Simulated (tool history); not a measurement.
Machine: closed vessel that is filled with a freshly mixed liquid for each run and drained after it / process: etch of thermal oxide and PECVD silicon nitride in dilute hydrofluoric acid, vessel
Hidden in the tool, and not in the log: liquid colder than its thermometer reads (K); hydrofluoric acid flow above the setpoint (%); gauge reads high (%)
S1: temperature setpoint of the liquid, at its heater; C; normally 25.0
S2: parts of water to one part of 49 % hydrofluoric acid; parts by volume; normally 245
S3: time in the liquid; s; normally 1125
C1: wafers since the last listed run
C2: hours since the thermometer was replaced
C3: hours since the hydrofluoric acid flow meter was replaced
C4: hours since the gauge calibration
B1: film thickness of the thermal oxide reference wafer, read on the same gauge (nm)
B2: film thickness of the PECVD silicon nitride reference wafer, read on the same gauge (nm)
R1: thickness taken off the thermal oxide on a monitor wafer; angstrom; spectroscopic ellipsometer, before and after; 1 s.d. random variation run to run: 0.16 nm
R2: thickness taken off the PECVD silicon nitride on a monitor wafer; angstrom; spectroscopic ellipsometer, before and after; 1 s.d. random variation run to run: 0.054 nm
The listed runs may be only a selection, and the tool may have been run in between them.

{"run": 1, "day": 0.0, "S1": 25.0, "S2": 245, "S3": 1125, "C1": 0, "C2": 2902.8, "C3": 1569.4, "C4": 653.6, "B1": 30.0, "B2": 90.01, "R1": 203.1, "R2": 94.8}
{"run": 2, "day": 0.346, "S1": 25.0, "S2": 320, "S3": 1125, "C1": 408, "C2": 2911.1, "C3": 1577.7, "C4": 661.9, "B1": 30.0, "B2": 90.0, "R1": 145.9, "R2": 72.9}
{"run": 3, "day": 1.088, "S1": 25.0, "S2": 245, "S3": 615, "C1": 876, "C2": 2928.9, "C3": 1595.5, "C4": 679.7, "B1": 30.0, "B2": 90.0, "R1": 112.3, "R2": 52.0}
{"run": 4, "day": 1.442, "S1": 25.0, "S2": 160, "S3": 1320, "C1": 418, "C2": 2937.4, "C3": 1604.0, "C4": 688.2, "B1": 30.05, "B2": 89.97, "R1": 403.3, "R2": 171.8}
{"day": 1.521, "done": "gauge calibrated"}
{"run": 5, "day": 2.0, "S1": 25.0, "S2": 210, "S3": 1125, "C1": 659, "C2": 2950.8, "C3": 1617.4, "C4": 11.5, "B1": 30.01, "B2": 90.01, "R1": 251.9, "R2": 112.0}
{"run": 6, "day": 2.496, "S1": 25.0, "S2": 245, "S3": 1125, "C1": 585, "C2": 2962.7, "C3": 1629.3, "C4": 23.4, "B1": 30.01, "B2": 90.01, "R1": 209.1, "R2": 95.1}
{"run": 7, "day": 2.762, "S1": 22.0, "S2": 145, "S3": 1665, "C1": 314, "C2": 2969.1, "C3": 1635.7, "C4": 29.8, "B1": 30.01, "B2": 89.99, "R1": 516.1, "R2": 194.4}
{"day": 3.338, "done": "hydrofluoric acid flow meter replaced"}
{"run": 8, "day": 3.358, "S1": 25.0, "S2": 350, "S3": 850, "C1": 654, "C2": 2983.4, "C3": 0.5, "C4": 44.1, "B1": 29.99, "B2": 89.99, "R1": 106.3, "R2": 53.3}
{"day": 3.738, "done": "thermometer replaced"}
{"run": 9, "day": 4.017, "S1": 25.0, "S2": 310, "S3": 1560, "C1": 728, "C2": 6.7, "C3": 16.3, "C4": 59.9, "B1": 29.99, "B2": 90.0, "R1": 229.9, "R2": 110.0}
{"run": 10, "day": 4.517, "S1": 25.0, "S2": 320, "S3": 1695, "C1": 590, "C2": 18.7, "C3": 28.3, "C4": 71.9, "B1": 29.98, "B2": 89.99, "R1": 236.8, "R2": 117.1}
{"run": 11, "day": 4.888, "S1": 28.0, "S2": 245, "S3": 700, "C1": 438, "C2": 27.6, "C3": 37.2, "C4": 80.8, "B1": 29.98, "B2": 90.0, "R1": 151.2, "R2": 76.0}
{"run": 12, "day": 5.208, "S1": 25.0, "S2": 245, "S3": 1415, "C1": 378, "C2": 35.3, "C3": 44.9, "C4": 88.5, "B1": 30.02, "B2": 89.98, "R1": 279.5, "R2": 126.7}
{"run": 13, "day": 5.762, "S1": 23.0, "S2": 190, "S3": 1440, "C1": 654, "C2": 48.6, "C3": 58.2, "C4": 101.8, "B1": 29.99, "B2": 90.02, "R1": 359.5, "R2": 146.2}
{"run": 14, "day": 6.246, "S1": 21.5, "S2": 155, "S3": 455, "C1": 570, "C2": 60.2, "C3": 69.8, "C4": 113.4, "B1": 29.98, "B2": 90.0, "R1": 134.3, "R2": 50.6}
{"run": 15, "day": 6.971, "S1": 25.0, "S2": 285, "S3": 1650, "C1": 856, "C2": 77.6, "C3": 87.2, "C4": 130.8, "B1": 30.0, "B2": 90.02, "R1": 270.8, "R2": 127.0}
{"run": 16, "day": 7.262, "S1": 25.0, "S2": 365, "S3": 1125, "C1": 344, "C2": 84.6, "C3": 94.2, "C4": 137.8, "B1": 30.01, "B2": 90.01, "R1": 134.9, "R2": 68.3}
{"day": 7.371, "done": "hydrofluoric acid flow meter replaced, repeated, since the last time left the tool worse"}
{"run": 17, "day": 7.729, "S1": 25.0, "S2": 245, "S3": 1125, "C1": 502, "C2": 95.8, "C3": 8.6, "C4": 149.0, "B1": 29.99, "B2": 90.01, "R1": 187.3, "R2": 86.6}
{"run": 18, "day": 8.283, "S1": 25.0, "S2": 245, "S3": 1125, "C1": 654, "C2": 109.1, "C3": 21.9, "C4": 162.3, "B1": 30.01, "B2": 90.0, "R1": 183.9, "R2": 87.8}
{"run": 19, "day": 8.588, "S1": 23.0, "S2": 245, "S3": 1125, "C1": 359, "C2": 116.4, "C3": 29.2, "C4": 169.6, "B1": 30.02, "B2": 90.0, "R1": 174.0, "R2": 77.0}
{"run": 20, "day": 9.267, "S1": 21.5, "S2": 190, "S3": 1665, "C1": 802, "C2": 132.7, "C3": 45.5, "C4": 185.9, "B1": 29.95, "B2": 90.0, "R1": 336.5, "R2": 133.4}
{"run": 21, "day": 9.758, "S1": 25.0, "S2": 245, "S3": 1125, "C1": 580, "C2": 144.5, "C3": 57.3, "C4": 197.7, "B1": 29.97, "B2": 90.01, "R1": 186.1, "R2": 86.8}
{"run": 22, "day": 10.108, "S1": 25.0, "S2": 245, "S3": 1125, "C1": 413, "C2": 152.9, "C3": 65.7, "C4": 206.1, "B1": 29.95, "B2": 90.02, "R1": 184.2, "R2": 87.2}
{"run": 23, "day": 10.483, "S1": 26.5, "S2": 175, "S3": 945, "C1": 442, "C2": 161.9, "C3": 74.7, "C4": 215.1, "B1": 30.03, "B2": 90.0, "R1": 252.4, "R2": 111.9}
{"run": 24, "day": 12.25, "S1": 22.0, "S2": 275, "S3": 1455, "C1": 2086, "C2": 204.3, "C3": 117.1, "C4": 257.5, "B1": 29.99, "B2": 90.01, "R1": 186.9, "R2": 84.5}

For each run, what was the tool's unlogged condition?
liquid colder than its thermometer reads (K): 0, the same for each run
gauge reads high (%): 0, the same for each run
H1: hydrofluoric acid flow above the setpoint (%)
run=1 H1=9.08
run=2 H1=9.13
run=3 H1=9.23
run=4 H1=9.27
run=5 H1=9.35
run=6 H1=9.41
run=7 H1=9.45
run=8 H1=15.1
run=9 H1=15.2
run=10 H1=15.2
run=11 H1=15.3
run=12 H1=15.3
run=13 H1=15.4
run=14 H1=15.5
run=15 H1=15.6
run=16 H1=15.6
run=17 H1=0.139
run=18 H1=0.213
run=19 H1=0.253
run=20 H1=0.344
run=21 H1=0.409
run=22 H1=0.456
run=23 H1=0.506
run=24 H1=0.741
